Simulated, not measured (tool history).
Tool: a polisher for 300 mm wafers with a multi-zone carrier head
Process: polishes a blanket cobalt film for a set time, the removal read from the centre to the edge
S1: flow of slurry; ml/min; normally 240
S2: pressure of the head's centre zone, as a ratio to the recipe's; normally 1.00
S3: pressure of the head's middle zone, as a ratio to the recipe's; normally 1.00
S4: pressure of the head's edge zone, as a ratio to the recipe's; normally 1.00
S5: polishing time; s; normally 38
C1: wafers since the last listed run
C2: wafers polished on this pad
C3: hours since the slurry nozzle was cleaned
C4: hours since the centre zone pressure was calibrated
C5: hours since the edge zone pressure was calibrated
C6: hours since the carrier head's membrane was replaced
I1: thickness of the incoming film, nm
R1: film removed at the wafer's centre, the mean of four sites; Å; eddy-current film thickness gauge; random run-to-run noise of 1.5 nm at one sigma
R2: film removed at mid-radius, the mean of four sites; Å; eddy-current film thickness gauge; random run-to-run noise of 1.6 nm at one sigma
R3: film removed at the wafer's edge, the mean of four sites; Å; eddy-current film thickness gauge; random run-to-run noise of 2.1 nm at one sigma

run     day   S1    S2    S3    S4  S5   C1    C2     C3     C4     C5      C6      I1    R1    R2    R3
  1   0.000  240  1.00  1.00  1.00  38    0  1026  158.4  437.8   52.5    92.3  1615.3  1813  1818  1822
  2   4.242  240  1.00  1.00  1.00  38  849  1875  260.2  539.6  154.3   194.1  1594.8  1761  1781  1752
  3   7.892  240  1.00  1.00  1.00  38  730  2606  347.8  627.2  241.9   281.7  1586.3  1751  1808  1794
  4   9.708  240  1.00  1.00  1.00  38  363  2970  391.4  670.8  285.5   325.3  1607.1  1735  1789  1797
     10.767  -- worn pad replaced by a new one
  5  12.283  240  1.00  1.00  1.00  38  482   303  453.2  732.6  347.3   387.1  1575.8  1737  1747  1800
     13.892  -- centre zone pressure recalibrated
  6  15.462  240  1.00  1.00  1.00  44  619   923  529.5   37.7  423.6   463.4  1601.8  1945  2007  2013
     16.162  -- slurry nozzle cleaned
     16.250  -- edge zone pressure recalibrated
  7  19.800  240  1.00  1.00  1.00  44  843  1766   87.3  141.8   85.2   567.5  1585.8  2078  2124  2119
  8  22.908  240  1.00  1.00  1.00  44  622  2388  161.9  216.4  159.8   642.1  1564.7  2103  2096  2114
  9  25.558  280  1.00  1.00  1.00  38  530  2919  225.5  280.0  223.4   705.7  1593.0  1815  1839  1839
 10  28.638  275  1.00  1.00  1.00  38  616  3535  299.4  353.9  297.3   779.6  1586.7  1797  1805  1850
     29.833  -- worn pad replaced by a new one
 11  30.600  325  0.89  1.00  1.00  38  359   153  346.5  401.0  344.4   826.7  1609.4  1663  1831  1811
 12  33.317  240  1.00  1.00  1.00  38  543   697  411.7  466.2  409.6   891.9  1572.5  1748  1766  1772
     34.842  -- edge zone pressure recalibrated
 13  35.383  240  1.00  1.00  1.00  38  397  1094  461.3  515.8   13.0   941.5  1574.6  1744  1750  1812
 14  38.679  180  1.00  1.09  1.09  47  659  1753  540.4  594.9   92.1  1020.6  1600.9  2062  2233  2237
 15  42.517  240  1.06  0.91  1.04  38  768  2522  632.5  687.0  184.2  1112.7  1595.6  1826  1605  1795
     44.617  -- slurry nozzle cleaned
 16  45.350  275  1.00  1.00  0.89  47  558  3080   17.6  755.0  252.2  1180.7  1565.7  2264  2318  2133
     47.733  -- carrier head's membrane replaced by a new one
     48.712  -- centre zone pressure recalibrated
     48.896  -- worn pad replaced by a new one
 17  49.479  240  1.00  1.00  1.00  38  734   116  116.7   18.4  351.3    41.9  1580.6  1813  1782  1813
     51.750  -- edge zone pressure recalibrated
 18  53.546  320  1.00  1.00  1.00  33  797   914  214.3  116.0   43.1   139.5  1601.4  1589  1588  1593
 19  56.379  240  0.97  1.00  1.00  30  567  1481  282.3  184.0  111.1   207.5  1594.1  1328  1423  1395
 20  59.912  270  1.05  0.93  0.91  38  707  2188  367.1  268.8  195.9   292.3  1584.7  1848  1682  1713
 21  63.100  200  1.08  1.00  1.11  38  638  2826  443.6  345.3  272.4   368.8  1597.1  1797  1692  1834
 22  65.888  280  1.00  1.00  0.91  38  558  3384  510.5  412.2  339.3   435.7  1616.1  1770  1750  1704
     68.450  -- slurry nozzle cleaned
     69.096  -- worn pad replaced by a new one
     70.212  -- edge zone pressure recalibrated
 23  70.321  240  1.00  1.00  1.00  38  829   228   44.9  518.6    2.6   542.1  1559.5  1841  1847  1804

List, for all runs, the conditions of the tool that the log does not record:
removal rate lost through wear of the pad, %: 0 in every run
deviation of the centre zone's pressure from its setpoint, %: 0 in every run
deviation of the edge zone's pressure from its setpoint, %: 0 in every run
H1: slurry flow missing at the pad, %
run    H1
  1  16.2
  2  22.6
  3  28.1
  4  30.9
  5  34.8
  6  39.6
  7  5.73
  8  10.4
  9  14.5
 10  19.1
 11  22.1
 12  26.2
 13  29.3
 14  34.3
 15  40.1
 16  8.73
 17    15
 18  21.1
 19  25.4
 20  30.8
 21  35.6
 22  39.8
 23  4.84
